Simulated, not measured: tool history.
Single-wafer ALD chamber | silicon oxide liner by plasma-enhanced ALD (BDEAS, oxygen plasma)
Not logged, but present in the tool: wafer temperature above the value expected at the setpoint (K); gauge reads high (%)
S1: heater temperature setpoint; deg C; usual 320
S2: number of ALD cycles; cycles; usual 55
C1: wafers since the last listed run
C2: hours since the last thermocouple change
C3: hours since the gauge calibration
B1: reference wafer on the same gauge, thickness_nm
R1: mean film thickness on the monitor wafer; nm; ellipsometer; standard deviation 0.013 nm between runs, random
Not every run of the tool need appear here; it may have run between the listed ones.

{"run": 1, "hour": 0.0, "S1": 314, "S2": 55, "C1": 0, "C2": 1667.2, "C3": 647.1, "B1": 4.507, "R1": 5.096}
{"run": 2, "hour": 66.4, "S1": 320, "S2": 55, "C1": 277, "C2": 1733.6, "C3": 713.5, "B1": 4.512, "R1": 5.038}
{"run": 3, "hour": 132.7, "S1": 320, "S2": 62, "C1": 276, "C2": 1799.9, "C3": 779.8, "B1": 4.51, "R1": 5.68}
{"run": 4, "hour": 159.1, "S1": 320, "S2": 62, "C1": 110, "C2": 1826.3, "C3": 806.2, "B1": 4.507, "R1": 5.712}
{"run": 5, "hour": 205.3, "S1": 320, "S2": 62, "C1": 193, "C2": 1872.5, "C3": 852.4, "B1": 4.509, "R1": 5.662}
{"run": 6, "hour": 239.2, "S1": 320, "S2": 55, "C1": 141, "C2": 1906.4, "C3": 886.3, "B1": 4.508, "R1": 5.039}
{"run": 7, "hour": 286.3, "S1": 313, "S2": 47, "C1": 196, "C2": 1953.5, "C3": 933.4, "B1": 4.512, "R1": 4.351}
{"run": 8, "hour": 346.6, "S1": 313, "S2": 47, "C1": 251, "C2": 2013.8, "C3": 993.7, "B1": 4.51, "R1": 4.349}
{"run": 9, "hour": 402.8, "S1": 313, "S2": 47, "C1": 234, "C2": 2070.0, "C3": 1049.9, "B1": 4.509, "R1": 4.343}
{"run": 10, "hour": 440.9, "S1": 320, "S2": 48, "C1": 159, "C2": 2108.1, "C3": 1088.0, "B1": 4.512, "R1": 4.391}
{"run": 11, "hour": 492.1, "S1": 320, "S2": 48, "C1": 213, "C2": 2159.3, "C3": 1139.2, "B1": 4.514, "R1": 4.381}
{"run": 12, "hour": 697.3, "S1": 320, "S2": 48, "C1": 857, "C2": 2364.5, "C3": 1344.4, "B1": 4.511, "R1": 4.399}
{"run": 13, "hour": 737.5, "S1": 320, "S2": 55, "C1": 167, "C2": 2404.7, "C3": 1384.6, "B1": 4.513, "R1": 5.049}
{"run": 14, "hour": 798.4, "S1": 320, "S2": 55, "C1": 254, "C2": 2465.6, "C3": 1445.5, "B1": 4.512, "R1": 5.04}
{"run": 15, "hour": 869.5, "S1": 320, "S2": 55, "C1": 297, "C2": 2536.7, "C3": 1516.6, "B1": 4.512, "R1": 5.023}
{"hour": 906.2, "done": "gauge calibrated"}
{"run": 16, "hour": 921.5, "S1": 320, "S2": 55, "C1": 217, "C2": 2588.7, "C3": 15.3, "B1": 4.512, "R1": 5.016}
{"run": 17, "hour": 982.0, "S1": 320, "S2": 55, "C1": 252, "C2": 2649.2, "C3": 75.8, "B1": 4.507, "R1": 5.05}
{"hour": 1005.0, "done": "thermocouple changed; heater temperature recalibrated"}
{"run": 18, "hour": 1007.5, "S1": 325, "S2": 57, "C1": 73, "C2": 2.5, "C3": 101.3, "B1": 4.513, "R1": 5.189}
{"run": 19, "hour": 1068.6, "S1": 325, "S2": 57, "C1": 255, "C2": 63.6, "C3": 162.4, "B1": 4.51, "R1": 5.184}
{"run": 20, "hour": 1099.9, "S1": 313, "S2": 55, "C1": 130, "C2": 94.9, "C3": 193.7, "B1": 4.513, "R1": 5.07}
{"run": 21, "hour": 1259.7, "S1": 313, "S2": 55, "C1": 667, "C2": 254.7, "C3": 353.5, "B1": 4.511, "R1": 5.067}
{"run": 22, "hour": 1297.5, "S1": 320, "S2": 55, "C1": 157, "C2": 292.5, "C3": 391.3, "B1": 4.511, "R1": 5.056}
{"run": 23, "hour": 1358.5, "S1": 330, "S2": 48, "C1": 254, "C2": 353.5, "C3": 452.3, "B1": 4.51, "R1": 4.339}
{"run": 24, "hour": 1425.1, "S1": 320, "S2": 55, "C1": 278, "C2": 420.1, "C3": 518.9, "B1": 4.508, "R1": 5.039}
{"run": 25, "hour": 1479.2, "S1": 331, "S2": 65, "C1": 226, "C2": 474.2, "C3": 573.0, "B1": 4.511, "R1": 5.849}
{"run": 26, "hour": 1538.2, "S1": 307, "S2": 52, "C1": 246, "C2": 533.2, "C3": 632.0, "B1": 4.511, "R1": 4.836}
{"run": 27, "hour": 1568.9, "S1": 328, "S2": 48, "C1": 128, "C2": 563.9, "C3": 662.7, "B1": 4.509, "R1": 4.332}
{"run": 28, "hour": 1598.8, "S1": 320, "S2": 55, "C1": 124, "C2": 593.8, "C3": 692.6, "B1": 4.511, "R1": 5.036}
{"run": 29, "hour": 1637.2, "S1": 324, "S2": 50, "C1": 160, "C2": 632.2, "C3": 731.0, "B1": 4.511, "R1": 4.562}
{"run": 30, "hour": 1698.0, "S1": 327, "S2": 63, "C1": 253, "C2": 693.0, "C3": 791.8, "B1": 4.512, "R1": 5.732}
{"run": 31, "hour": 1764.7, "S1": 311, "S2": 48, "C1": 278, "C2": 759.7, "C3": 858.5, "B1": 4.51, "R1": 4.427}
{"run": 32, "hour": 1807.1, "S1": 325, "S2": 57, "C1": 177, "C2": 802.1, "C3": 900.9, "B1": 4.506, "R1": 5.183}
{"run": 33, "hour": 1842.8, "S1": 311, "S2": 49, "C1": 149, "C2": 837.8, "C3": 936.6, "B1": 4.508, "R1": 4.553}
{"run": 34, "hour": 1885.8, "S1": 313, "S2": 51, "C1": 179, "C2": 880.8, "C3": 979.6, "B1": 4.51, "R1": 4.725}
{"run": 35, "hour": 1939.3, "S1": 320, "S2": 55, "C1": 223, "C2": 934.3, "C3": 1033.1, "B1": 4.511, "R1": 5.051}
{"run": 36, "hour": 2010.6, "S1": 310, "S2": 50, "C1": 297, "C2": 1005.6, "C3": 1104.4, "B1": 4.511, "R1": 4.626}
{"run": 37, "hour": 2053.3, "S1": 320, "S2": 55, "C1": 178, "C2": 1048.3, "C3": 1147.1, "B1": 4.507, "R1": 5.044}
{"run": 38, "hour": 2081.4, "S1": 335, "S2": 55, "C1": 117, "C2": 1076.4, "C3": 1175.2, "B1": 4.512, "R1": 4.948}
{"run": 39, "hour": 2110.4, "S1": 325, "S2": 62, "C1": 121, "C2": 1105.4, "C3": 1204.2, "B1": 4.509, "R1": 5.646}
{"run": 40, "hour": 2166.1, "S1": 331, "S2": 65, "C1": 232, "C2": 1161.1, "C3": 1259.9, "B1": 4.512, "R1": 5.862}
{"run": 41, "hour": 2200.2, "S1": 333, "S2": 63, "C1": 142, "C2": 1195.2, "C3": 1294.0, "B1": 4.511, "R1": 5.692}
{"run": 42, "hour": 2252.4, "S1": 326, "S2": 64, "C1": 218, "C2": 1247.4, "C3": 1346.2, "B1": 4.507, "R1": 5.841}
{"run": 43, "hour": 2320.6, "S1": 320, "S2": 45, "C1": 284, "C2": 1315.6, "C3": 1414.4, "B1": 4.507, "R1": 4.132}
{"run": 44, "hour": 2354.6, "S1": 329, "S2": 62, "C1": 142, "C2": 1349.6, "C3": 1448.4, "B1": 4.508, "R1": 5.614}
{"run": 45, "hour": 2401.3, "S1": 313, "S2": 60, "C1": 195, "C2": 1396.3, "C3": 1495.1, "B1": 4.511, "R1": 5.525}
{"hour": 2438.2, "done": "gauge calibrated"}
{"run": 46, "hour": 2464.0, "S1": 311, "S2": 50, "C1": 261, "C2": 1459.0, "C3": 25.8, "B1": 4.506, "R1": 4.654}
{"run": 47, "hour": 2496.8, "S1": 306, "S2": 62, "C1": 137, "C2": 1491.8, "C3": 58.6, "B1": 4.506, "R1": 5.785}

Alternative continuations, all from the tool just after run 47; predict every row:
{"run": "A", "hour": 2497.3, "S1": 325, "S2": 55, "C1": 2, "C2": 1492.3, "C3": 59.1, "B1": "?", "R1": "?"}
{"run": "B", "hour": 2497.3, "S1": 332, "S2": 46, "C1": 2, "C2": 1492.3, "C3": 59.1, "B1": "?", "R1": "?"}
{"run": "C", "hour": 2497.3, "S1": 334, "S2": 50, "C1": 2, "C2": 1492.3, "C3": 59.1, "B1": "?", "R1": "?"}
{"run": "D", "hour": 2497.3, "S1": 333, "S2": 46, "C1": 2, "C2": 1492.3, "C3": 59.1, "B1": "?", "R1": "?"}

run=A B1=4.507 R1=4.984
run=B B1=4.507 R1=4.131
run=C B1=4.507 R1=4.479
run=D B1=4.507 R1=4.126
With the hidden condition removed and each run's random variation left untouched, the same runs would have given:
run=A R1=4.984
run=B R1=4.131
run=C R1=4.479
run=D R1=4.126
